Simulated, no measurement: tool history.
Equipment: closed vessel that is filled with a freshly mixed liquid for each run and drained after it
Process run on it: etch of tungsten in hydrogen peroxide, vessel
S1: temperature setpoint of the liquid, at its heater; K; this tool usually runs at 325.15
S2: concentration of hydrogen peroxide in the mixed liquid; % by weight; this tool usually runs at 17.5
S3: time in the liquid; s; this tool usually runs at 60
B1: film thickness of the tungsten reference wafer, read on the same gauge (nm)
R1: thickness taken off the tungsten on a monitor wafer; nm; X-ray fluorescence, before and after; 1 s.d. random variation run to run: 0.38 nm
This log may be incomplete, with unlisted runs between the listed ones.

Run 1, hour 0: usual settings; B1 80.01. Result: R1 52.47 nm.
Run 2, hour 45.1: usual settings; B1 80.01. Result: R1 52.37 nm.
Run 3, hour 82.6: usual settings but S2 19 % by weight; B1 80. Result: R1 54.05 nm.
Run 4, hour 139.8: usual settings but S2 19 % by weight; B1 80.03. Result: R1 55 nm.
Run 5, hour 170.1: usual settings but S2 19 % by weight; B1 79.99. Result: R1 55.13 nm.
At hour 184.4: gauge calibrated.
Run 6, hour 199.3: usual settings; B1 79.99. Result: R1 52.04 nm.
Run 7, hour 261.4: usual settings; B1 79.98. Result: R1 53.58 nm.
Run 8, hour 321.1: usual settings; B1 80.02. Result: R1 52.35 nm.
Run 9, hour 384.5: usual settings but S2 19 % by weight, S3 85 s; B1 79.99. Result: R1 77.94 nm.
At hour 408.4: new drum of peroxide connected.
Run 10, hour 416.7: usual settings but S2 19 % by weight, S3 85 s; B1 80.03. Result: R1 78.55 nm.
Run 11, hour 458.9: usual settings; B1 80.01. Result: R1 53.18 nm.
Run 12, hour 491.1: usual settings but S1 318.15 K, S2 16 % by weight, S3 75 s; B1 79.97. Result: R1 41.2 nm.
Run 13, hour 534.9: usual settings but S3 30 s; B1 80.01. Result: R1 26.29 nm.
At hour 536: thermometer replaced.
Run 14, hour 568.2: usual settings but S2 19.5 % by weight; B1 79.99. Result: R1 55.48 nm.
Run 15, hour 634.9: usual settings but S1 333.15 K, S2 14 % by weight, S3 70 s; B1 80. Result: R1 89.07 nm.
At hour 667.5: peroxide flow meter replaced.
At hour 703.9: gauge calibrated.
Run 16, hour 808.5: usual settings but S1 320.15 K, S2 22.5 % by weight; B1 80.01. Result: R1 43.11 nm.
Run 17, hour 835.6: usual settings but S2 20.5 % by weight; B1 80.03. Result: R1 56.18 nm.
Run 18, hour 863.1: usual settings but S2 13.5 % by weight; B1 80. Result: R1 45.66 nm.
Run 19, hour 908.5: usual settings; B1 80.01. Result: R1 52.87 nm.
Run 20, hour 955: usual settings but S2 21 % by weight, S3 80 s; B1 79.98. Result: R1 76.42 nm.

List, for all runs, the conditions of the tool that the log does not record:
liquid colder than its thermometer reads (K): 0 across all the runs
peroxide flow below the setpoint (%): 0 across all the runs
peroxide weaker than its label (%): 0 across all the runs
gauge reads high (%): 0 across all the runs
